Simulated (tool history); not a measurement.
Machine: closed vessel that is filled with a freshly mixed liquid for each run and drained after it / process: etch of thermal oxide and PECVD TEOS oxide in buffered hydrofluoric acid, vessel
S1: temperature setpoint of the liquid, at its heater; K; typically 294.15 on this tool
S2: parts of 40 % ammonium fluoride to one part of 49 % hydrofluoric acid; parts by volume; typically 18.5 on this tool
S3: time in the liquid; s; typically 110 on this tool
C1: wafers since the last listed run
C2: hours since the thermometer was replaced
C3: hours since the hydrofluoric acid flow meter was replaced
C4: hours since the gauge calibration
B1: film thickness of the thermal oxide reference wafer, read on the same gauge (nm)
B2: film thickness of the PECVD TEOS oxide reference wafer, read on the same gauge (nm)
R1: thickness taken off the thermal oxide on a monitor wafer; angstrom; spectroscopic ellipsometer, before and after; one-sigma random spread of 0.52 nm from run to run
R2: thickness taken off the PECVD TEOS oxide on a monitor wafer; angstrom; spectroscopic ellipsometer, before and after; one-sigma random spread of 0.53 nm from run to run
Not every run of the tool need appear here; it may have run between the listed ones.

run   hour      S1    S2   S3     C1      C2     C3     C4     B1      B2      R1      R2
  1      0  294.15  16.5  110      0  1207.7   25.7   44.2   90.6  140.95     686  1419.3
  2   21.9  294.15  16.5  110   2749  1229.6   47.6   66.1  90.81  141.24   670.4  1418.4
  3   49.4  294.15  18.5  110   3452  1257.1   75.1   93.6  91.04  141.62   601.8  1279.6
  4   74.6  294.15  18.5  110   3163  1282.3  100.3  118.8  91.26     142   608.6  1271.5
  5   95.4  290.15  15.5  135   2611  1303.1  121.1  139.6  91.42  142.23   715.2    1480
  6  118.2  290.65    14   80   2862  1325.9  143.9  162.4  91.59  142.47   481.1  1001.3
  7  153.3  292.15  25.5  140   4406    1361    179  197.5  91.84  142.86   543.2  1139.7
  8  178.3  294.15  18.5  110   3138    1386    204  222.5  92.01  143.11   616.9  1276.8
  9    195  290.15  18.5  110   2096  1402.7  220.7  239.2  92.07   143.3   492.1  1022.5
 10  208.6  294.15  18.5  110   1707  1416.3  234.3  252.8  92.15  143.38   616.4    1285
 11  239.6  294.15    23  130   3891  1447.3  265.3  283.8  92.36  143.67   611.3    1274
 12    253  294.15  18.5  110   1682  1460.7  278.7  297.2  92.46  143.76   619.4  1279.6
 13  281.3  298.65  18.5  165   3552    1489    307  325.5  92.54  143.97    1163  2477.7
 14  304.6  294.15  18.5  110   2924  1512.3  330.3  348.8  92.63  144.16   618.4  1277.3
 15  327.2  294.15  18.5  110   2837  1534.9  352.9  371.4  92.75  144.32   610.2  1289.9
       347  -- hydrofluoric acid flow meter replaced
 16  348.1  294.15    22   85   2498  1555.8    1.1  392.3  92.85  144.41   405.9   868.3
 17  367.8  294.15  14.5   50   2473  1575.5   20.8    412  92.91  144.56   353.5   751.2
 18  394.5  294.15  24.5   65   3351  1602.2   47.5  438.7     93  144.66   290.7   614.9
     421.3  -- thermometer replaced
 19  422.5  297.65  20.5  135   3389     1.2   75.5  466.7  93.15  144.82   830.2  1743.9
 20  445.3  294.15  18.5   85   2862      24   98.3  489.5  93.16  144.91   484.9  1003.1
 21    466  294.15  18.5   70   2598    44.7    119  510.2  93.26  145.01     393   827.9
 22  552.5  292.65  18.5  175  10858   131.2  205.5  596.7  93.42  145.36   900.2    1901
 23  567.7  298.15    11   85   1908   146.4  220.7  611.9  93.46   145.4   999.9  2070.1
 24  597.9  296.65  18.5  135   3791   176.6  250.9  642.1  93.52   145.5   871.7  1834.6
 25  610.3  299.15  15.5  135   1556     189  263.3  654.5  93.56  145.52  1205.9  2488.9
 26  623.1  297.15  18.5  110   1606   201.8  276.1  667.3  93.58  145.58   733.2  1522.3
 27  655.3  295.65  18.5   90   4042     234  308.3  699.5  93.61  145.66   556.5  1152.4

Entry by entry between the runs, the difference in hidden state between the last listed run before and the first listed run after:
Between runs 15 and 16: hydrofluoric acid flow meter replaced (hour 347)
  gauge reads high (%): 3.06 -> 3.16
  what was measured, less what the result would be without the hidden state, R1: +18.2 -> +12.4 angstrom; R2: +38.4 -> +26.6 angstrom
Between runs 18 and 19: thermometer replaced (hour 421.3)
  gauge reads high (%): 3.34 -> 3.44
  what was measured, less what the result would be without the hidden state, R1: +9.4 -> +27.7 angstrom; R2: +19.9 -> +58 angstrom
